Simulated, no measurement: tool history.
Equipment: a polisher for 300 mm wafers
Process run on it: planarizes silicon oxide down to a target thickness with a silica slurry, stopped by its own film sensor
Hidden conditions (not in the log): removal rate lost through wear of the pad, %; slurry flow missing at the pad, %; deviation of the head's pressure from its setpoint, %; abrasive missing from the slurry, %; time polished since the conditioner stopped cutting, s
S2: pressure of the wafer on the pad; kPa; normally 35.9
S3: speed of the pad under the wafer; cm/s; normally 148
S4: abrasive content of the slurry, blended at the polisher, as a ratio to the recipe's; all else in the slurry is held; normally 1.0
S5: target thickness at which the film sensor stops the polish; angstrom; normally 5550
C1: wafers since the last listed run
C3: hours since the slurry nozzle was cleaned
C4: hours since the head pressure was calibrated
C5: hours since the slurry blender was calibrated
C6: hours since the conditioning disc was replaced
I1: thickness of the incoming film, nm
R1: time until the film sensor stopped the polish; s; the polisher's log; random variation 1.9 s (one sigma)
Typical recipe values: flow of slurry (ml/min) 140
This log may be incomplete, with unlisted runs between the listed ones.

Run 1, day 0.000: usual settings but flow of slurry (ml/min) 175; C1 0; wafers polished on this pad 344; C3 20.8; C4 552.5; C5 72.1; C6 81.1; I1 1112.9. Result: R1 110.4 s.
Run 2, day 3.250: usual settings but S5 4320 angstrom; C1 382; wafers polished on this pad 727; C3 98.8; C4 630.5; C5 150.1; C6 159.1; I1 1109.3. Result: R1 139.6 s.
Run 3, day 5.054: usual settings but S5 4320 angstrom; C1 212; wafers polished on this pad 939; C3 142.1; C4 673.8; C5 193.4; C6 202.4; I1 1088.0. Result: R1 132.1 s.
Run 4, day 8.783: usual settings but S5 4320 angstrom; C1 439; wafers polished on this pad 1379; C3 231.6; C4 763.3; C5 282.9; C6 291.9; I1 1130.9. Result: R1 150.3 s.
At day 9.875: slurry blender recalibrated.
At day 10.138: conditioning disc replaced and pad reconditioned.
At day 11.367: worn pad replaced by a new one.
Run 5, day 11.388: usual settings; C1 267; wafers polished on this pad 2; C3 294.1; C4 825.8; C5 36.3; C6 30.0; I1 1113.3. Result: R1 118.7 s.
At day 12.267: head pressure recalibrated.
At day 13.042: slurry nozzle cleaned.
Run 6, day 15.512: usual settings; C1 471; wafers polished on this pad 473; C3 59.3; C4 77.9; C5 135.3; C6 129.0; I1 1116.0. Result: R1 126.9 s.
Run 7, day 18.954: usual settings; C1 405; wafers polished on this pad 879; C3 141.9; C4 160.5; C5 217.9; C6 211.6; I1 1129.3. Result: R1 137.2 s.
At day 22.321: conditioning disc replaced and pad reconditioned.
Run 8, day 22.462: usual settings; C1 403; wafers polished on this pad 1282; C3 226.1; C4 244.7; C5 302.1; C6 3.4; I1 1113.0. Result: R1 136.0 s.
At day 24.429: slurry blender recalibrated.
Run 9, day 24.721: usual settings; C1 256; wafers polished on this pad 1539; C3 280.3; C4 298.9; C5 7.0; C6 57.6; I1 1112.6. Result: R1 137.2 s.
At day 25.262: slurry nozzle cleaned, repeated, since the last time left the tool worse.
At day 26.021: worn pad replaced by a new one.
Run 10, day 27.850: usual settings but flow of slurry (ml/min) 115, S5 6480 angstrom; C1 344; wafers polished on this pad 215; C3 62.1; C4 374.0; C5 82.1; C6 132.7; I1 1103.7. Result: R1 98.1 s.
Run 11, day 29.992: usual settings but flow of slurry (ml/min) 115, S5 6480 angstrom; C1 252; wafers polished on this pad 467; C3 113.5; C4 425.4; C5 133.5; C6 184.1; I1 1117.9. Result: R1 103.5 s.
Run 12, day 31.879: usual settings but flow of slurry (ml/min) 165, S2 29.0 kPa, S4 0.8, S5 3770 angstrom; C1 222; wafers polished on this pad 690; C3 158.8; C4 470.7; C5 178.8; C6 229.4; I1 1128.2. Result: R1 211.4 s.
At day 33.550: conditioning disc replaced and pad reconditioned.
Run 13, day 35.329: usual settings but flow of slurry (ml/min) 180, S2 46.9 kPa, S3 180 cm/s; C1 396; wafers polished on this pad 1087; C3 241.6; C4 553.5; C5 261.6; C6 42.7; I1 1093.0. Result: R1 72.3 s.
At day 36.362: slurry blender recalibrated.
At day 37.892: slurry nozzle cleaned.
At day 38.196: worn pad replaced by a new one.
Run 14, day 39.175: usual settings but S4 1.2; C1 418; wafers polished on this pad 115; C3 30.8; C4 645.8; C5 67.5; C6 135.0; I1 1116.5. Result: R1 105.8 s.
Run 15, day 40.838: usual settings; C1 195; wafers polished on this pad 311; C3 70.7; C4 685.7; C5 107.4; C6 174.9; I1 1120.9. Result: R1 117.0 s.
Run 16, day 45.029: usual settings but S4 1.3, S5 3810 angstrom; C1 493; wafers polished on this pad 805; C3 171.3; C4 786.3; C5 208.0; C6 275.5; I1 1099.5. Result: R1 135.8 s.
At day 45.779: conditioning disc replaced and pad reconditioned.
At day 47.117: head pressure recalibrated.
At day 47.762: slurry blender recalibrated.
At day 49.617: worn pad replaced by a new one.
Run 17, day 49.638: usual settings but S2 40.0 kPa, S5 4890 angstrom; C1 493; wafers polished on this pad 2; C3 281.9; C4 60.5; C5 45.0; C6 92.6; I1 1099.8. Result: R1 120.5 s.
At day 51.242: slurry nozzle cleaned.
Run 18, day 51.262: usual settings but flow of slurry (ml/min) 175, S3 104 cm/s; C1 186; wafers polished on this pad 189; C3 0.5; C4 99.5; C5 84.0; C6 131.6; I1 1126.0. Result: R1 142.6 s.
Run 19, day 54.500: usual settings but flow of slurry (ml/min) 90, S5 3880 angstrom; C1 381; wafers polished on this pad 570; C3 78.2; C4 177.2; C5 161.7; C6 209.3; I1 1108.3. Result: R1 163.4 s.
Run 20, day 57.658: usual settings; C1 372; wafers polished on this pad 942; C3 154.0; C4 253.0; C5 237.5; C6 285.1; I1 1092.9. Result: R1 112.8 s.
Run 21, day 59.767: usual settings but S3 180 cm/s; C1 248; wafers polished on this pad 1191; C3 204.6; C4 303.6; C5 288.1; C6 335.7; I1 1111.5. Result: R1 101.2 s.
At day 60.892: conditioning disc replaced and pad reconditioned.
At day 61.029: slurry blender recalibrated.
Run 22, day 63.629: usual settings but flow of slurry (ml/min) 100, S5 6610 angstrom; C1 435; wafers polished on this pad 1626; C3 297.3; C4 396.3; C5 62.4; C6 65.7; I1 1101.2. Result: R1 107.4 s.
At day 64.583: worn pad replaced by a new one.
At day 66.050: slurry nozzle cleaned.
Run 23, day 66.071: usual settings; C1 263; wafers polished on this pad 170; C3 0.5; C4 454.9; C5 121.0; C6 124.3; I1 1119.8. Result: R1 114.2 s.

What the log doesn't show, run by run:
removal rate lost through wear of the pad, %: 0 at every run
deviation of the head's pressure from its setpoint, %: 0 at every run
abrasive missing from the slurry, %: 0 at every run
time polished since the conditioner stopped cutting, s: 0 at every run
H1: slurry flow missing at the pad, %
run     H1
  1   1.44
  2   6.57
  3   9.42
  4   15.3
  5   19.4
  6   36.7
  7   42.2
  8   47.7
  9   51.3
 10   5.52
 11    8.9
 12   11.9
 13   17.3
 14    3.8
 15   6.42
 16     13
 17   20.3
 18  0.694
 19    5.8
 20   10.8
 21   14.1
 22   20.2
 23   2.38
